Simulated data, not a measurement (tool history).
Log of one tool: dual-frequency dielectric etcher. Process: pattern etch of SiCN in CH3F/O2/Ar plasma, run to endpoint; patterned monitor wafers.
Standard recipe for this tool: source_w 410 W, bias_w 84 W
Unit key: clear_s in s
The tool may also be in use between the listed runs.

run	day	source_w	bias_w	wafers since the last listed run	hours since the last wet clean	hours since the last source power generator calibration	hours since the last bias power generator calibration	hours since the last upper electrode change	incoming incoming film thickness, nm	clear_s
1	0	460	84	0	327.1	1084.1	2144.7	4185.1	8.39	20.2
2	1.762	460	84	864	369.4	1126.4	2187	4227.4	8.28	19.8
3	2.875	480	75	545	396.1	1153.1	2213.7	4254.1	8.47	21.1
# day 5.592: wet clean of the chamber
4	5.612	410	89	852	0.5	1218.8	2279.4	4319.8	8.38	20.1
5	6.946	410	84	654	32.5	1250.8	2311.4	4351.8	8.34	20.7
6	9.558	410	84	1281	95.2	1313.5	2374.1	4414.5	8.36	20.6
7	11.458	410	84	932	140.8	1359.1	2419.7	4460.1	8.35	20.6
8	12.942	410	84	727	176.4	1394.7	2455.3	4495.7	8.32	20.5
9	15.667	410	84	1336	241.8	1460.1	2520.7	4561.1	8.37	20.5
10	17.454	410	84	876	284.7	1503	2563.6	4604	8.42	20.7
11	18.588	410	84	555	311.9	1530.2	2590.8	4631.2	8.41	20.6
12	21.133	410	84	1248	373	1591.3	2651.9	4692.3	8.39	20.6
13	23.146	410	84	987	421.3	1639.6	2700.2	4740.6	8.37	20.3
# day 24.729: source power generator calibrated
# day 25.442: wet clean of the chamber
14	25.462	410	84	704	0.5	17.6	2755.8	4796.2	8.37	21
# day 25.738: bias power generator calibrated
15	26.704	410	84	527	30.3	47.4	23.2	4826	8.39	21.1
16	29.425	410	84	1334	95.6	112.7	88.5	4891.3	8.27	20.7
17	32.05	380	90	1287	158.6	175.7	151.5	4954.3	8.46	20.8
18	34.754	500	69	1326	223.5	240.6	216.4	5019.2	8.38	21.8
19	37.162	340	84	1181	281.3	298.4	274.2	5077	8.36	21.7
20	38.592	410	84	701	315.6	332.7	308.5	5111.3	8.39	20.8
# day 39.692: upper electrode replaced
21	39.725	440	84	65	342.8	359.9	335.7	0.8	8.38	20.4
22	42.408	330	69	1316	407.2	424.3	400.1	65.2	8.38	24.2
23	45.329	410	84	1432	477.3	494.4	470.2	135.3	8.39	20.8
# day 46.633: wet clean of the chamber
24	48.25	350	84	942	38.8	564.5	540.3	205.4	8.45	22
25	49.988	320	84	852	80.5	606.2	582	247.1	8.42	22.4
26	51.246	360	84	617	110.7	636.4	612.2	277.3	8.34	21.5

Predict the results of run 27:
27	58.662	490	84	3638	288.7	814.4	790.2	455.3	8.47	?

clear_s: 20.1 s
If the tool had no hidden condition, the same run with the same run-to-run variation would have returned clear_s 20.4 s.
